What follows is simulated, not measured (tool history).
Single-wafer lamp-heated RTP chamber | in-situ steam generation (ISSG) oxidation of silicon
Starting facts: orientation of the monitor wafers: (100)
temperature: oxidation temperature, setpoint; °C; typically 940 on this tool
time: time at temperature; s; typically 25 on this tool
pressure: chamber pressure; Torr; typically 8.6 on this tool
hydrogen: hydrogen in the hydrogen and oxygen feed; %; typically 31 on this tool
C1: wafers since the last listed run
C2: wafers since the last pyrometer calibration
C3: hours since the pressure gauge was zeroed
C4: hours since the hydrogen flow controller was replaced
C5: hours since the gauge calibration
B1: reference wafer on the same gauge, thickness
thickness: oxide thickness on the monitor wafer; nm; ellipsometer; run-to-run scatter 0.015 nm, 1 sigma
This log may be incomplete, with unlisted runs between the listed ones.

run 1 day=0 | temperature=940 time=25 pressure=8.6 hydrogen=31 | C1=0 C2=3940 C3=2718.8 C4=3759.4 C5=990.5 | B1=4.759 | thickness=5.559
run 2 day=1.638 | temperature=940 time=25 pressure=8.6 hydrogen=31 | C1=310 C2=4251 C3=2758.1 C4=3798.7 C5=1029.8 | B1=4.759 | thickness=5.536
-- day=2.296 pyrometer window cleaned and pyrometer calibrated
run 3 day=5.975 | temperature=940 time=25 pressure=8.6 hydrogen=31 | C1=759 C2=698 C3=2862.2 C4=3902.8 C5=1133.9 | B1=4.757 | thickness=5.487
run 4 day=8.833 | temperature=940 time=25 pressure=8.6 hydrogen=31 | C1=542 C2=1240 C3=2930.8 C4=3971.4 C5=1202.5 | B1=4.761 | thickness=5.496
run 5 day=12.433 | temperature=940 time=25 pressure=8.6 hydrogen=32 | C1=683 C2=1923 C3=3017.2 C4=4057.8 C5=1288.9 | B1=4.764 | thickness=5.549
run 6 day=14.454 | temperature=940 time=25 pressure=8.6 hydrogen=32 | C1=383 C2=2307 C3=3065.7 C4=4106.3 C5=1337.4 | B1=4.76 | thickness=5.561
run 7 day=16.767 | temperature=940 time=25 pressure=8.6 hydrogen=31 | C1=438 C2=2746 C3=3121.2 C4=4161.8 C5=1392.9 | B1=4.76 | thickness=5.523
run 8 day=20.521 | temperature=940 time=25 pressure=8.6 hydrogen=31 | C1=712 C2=3458 C3=3211.3 C4=4251.9 C5=1483 | B1=4.758 | thickness=5.536
run 9 day=22.967 | temperature=940 time=25 pressure=8.6 hydrogen=31 | C1=464 C2=3923 C3=3270 C4=4310.6 C5=1541.7 | B1=4.758 | thickness=5.559
-- day=25.412 pyrometer window cleaned and pyrometer calibrated
run 10 day=25.875 | temperature=940 time=25 pressure=8.6 hydrogen=31 | C1=488 C2=87 C3=3339.8 C4=4380.4 C5=1611.5 | B1=4.762 | thickness=5.506
run 11 day=29.558 | temperature=940 time=25 pressure=8.6 hydrogen=31 | C1=699 C2=786 C3=3428.2 C4=4468.8 C5=1699.9 | B1=4.759 | thickness=5.492
-- day=31.525 gauge calibrated
run 12 day=32.579 | temperature=940 time=25 pressure=8.6 hydrogen=31 | C1=573 C2=1360 C3=3500.7 C4=4541.3 C5=25.3 | B1=4.762 | thickness=5.492
run 13 day=36.158 | temperature=940 time=25 pressure=9.1 hydrogen=31 | C1=679 C2=2039 C3=3586.6 C4=4627.2 C5=111.2 | B1=4.76 | thickness=5.482
run 14 day=38.758 | temperature=940 time=25 pressure=9.1 hydrogen=31 | C1=493 C2=2532 C3=3649 C4=4689.6 C5=173.6 | B1=4.761 | thickness=5.477
run 15 day=42.317 | temperature=940 time=25 pressure=8.6 hydrogen=31 | C1=675 C2=3208 C3=3734.4 C4=4775 C5=259 | B1=4.761 | thickness=5.561
-- day=44.767 pressure gauge zeroed
run 16 day=46.55 | temperature=940 time=17 pressure=8.6 hydrogen=31 | C1=740 C2=3948 C3=42.8 C4=4876.6 C5=360.6 | B1=4.76 | thickness=4.791
-- day=48.358 pyrometer window cleaned and pyrometer calibrated
run 17 day=49.433 | temperature=940 time=25 pressure=8.6 hydrogen=31 | C1=483 C2=203 C3=112 C4=4945.8 C5=429.8 | B1=4.758 | thickness=5.501
run 18 day=52.025 | temperature=923 time=20 pressure=8.6 hydrogen=26 | C1=491 C2=695 C3=174.2 C4=5008 C5=492 | B1=4.76 | thickness=4.593
run 19 day=64.038 | temperature=940 time=20 pressure=8.6 hydrogen=31 | C1=2279 C2=2975 C3=462.5 C4=5296.3 C5=780.3 | B1=4.762 | thickness=5.072
-- day=67.162 hydrogen flow controller replaced
run 20 day=67.533 | temperature=922 time=21 pressure=9.7 hydrogen=32 | C1=600 C2=3575 C3=546.4 C4=8.9 C5=864.2 | B1=4.761 | thickness=4.861
-- day=70.808 pyrometer window cleaned and pyrometer calibrated
run 21 day=70.829 | temperature=940 time=25 pressure=8.6 hydrogen=31 | C1=562 C2=3 C3=625.5 C4=88 C5=943.3 | B1=4.76 | thickness=5.469
run 22 day=74.804 | temperature=940 time=25 pressure=8.6 hydrogen=31 | C1=754 C2=758 C3=720.9 C4=183.4 C5=1038.7 | B1=4.759 | thickness=5.484
run 23 day=78.904 | temperature=940 time=25 pressure=8.6 hydrogen=31 | C1=778 C2=1536 C3=819.3 C4=281.8 C5=1137.1 | B1=4.759 | thickness=5.533
run 24 day=81.1 | temperature=940 time=15 pressure=8.6 hydrogen=31 | C1=416 C2=1953 C3=872 C4=334.5 C5=1189.8 | B1=4.761 | thickness=4.533
run 25 day=83.512 | temperature=951 time=33 pressure=9.8 hydrogen=32 | C1=457 C2=2410 C3=929.9 C4=392.4 C5=1247.7 | B1=4.759 | thickness=6.342
run 26 day=85.971 | temperature=929 time=25 pressure=7.9 hydrogen=27 | C1=466 C2=2877 C3=988.9 C4=451.4 C5=1306.7 | B1=4.761 | thickness=5.202
run 27 day=87.954 | temperature=940 time=25 pressure=8.6 hydrogen=31 | C1=376 C2=3253 C3=1036.5 C4=499 C5=1354.3 | B1=4.757 | thickness=5.513
run 28 day=90.754 | temperature=940 time=25 pressure=8.6 hydrogen=31 | C1=531 C2=3785 C3=1103.7 C4=566.2 C5=1421.5 | B1=4.761 | thickness=5.543
-- day=92.762 pyrometer window cleaned and pyrometer calibrated
run 29 day=92.783 | temperature=940 time=25 pressure=8.6 hydrogen=31 | C1=321 C2=4 C3=1152.4 C4=614.9 C5=1470.2 | B1=4.757 | thickness=5.494
run 30 day=95.792 | temperature=940 time=21 pressure=10.1 hydrogen=32 | C1=570 C2=575 C3=1224.6 C4=687.1 C5=1542.4 | B1=4.759 | thickness=5.015
run 31 day=99.796 | temperature=947 time=25 pressure=9.4 hydrogen=22 | C1=759 C2=1335 C3=1320.7 C4=783.2 C5=1638.5 | B1=4.761 | thickness=5.144

Alternative continuations, all from the tool just after run 31; predict every row:
run A day=99.812 | temperature=940 time=31 pressure=8.6 hydrogen=31 | C1=3 C2=1338 C3=1321.1 C4=783.6 C5=1638.9 | B1=? | thickness=?
run B day=99.812 | temperature=921 time=20 pressure=7.3 hydrogen=32 | C1=3 C2=1338 C3=1321.1 C4=783.6 C5=1638.9 | B1=? | thickness=?
run C day=99.812 | temperature=935 time=25 pressure=10.1 hydrogen=31 | C1=3 C2=1338 C3=1321.1 C4=783.6 C5=1638.9 | B1=? | thickness=?
run D day=99.812 | temperature=940 time=25 pressure=9 hydrogen=31 | C1=3 C2=1338 C3=1321.1 C4=783.6 C5=1638.9 | B1=? | thickness=?

run=A B1=4.761 thickness=5.999
run=B B1=4.761 thickness=4.85
run=C B1=4.761 thickness=5.237
run=D B1=4.761 thickness=5.444
With the hidden condition removed and each run's random variation left untouched, the same runs would have given:
run=A thickness=5.958
run=B thickness=4.823
run=C thickness=5.204
run=D thickness=5.409
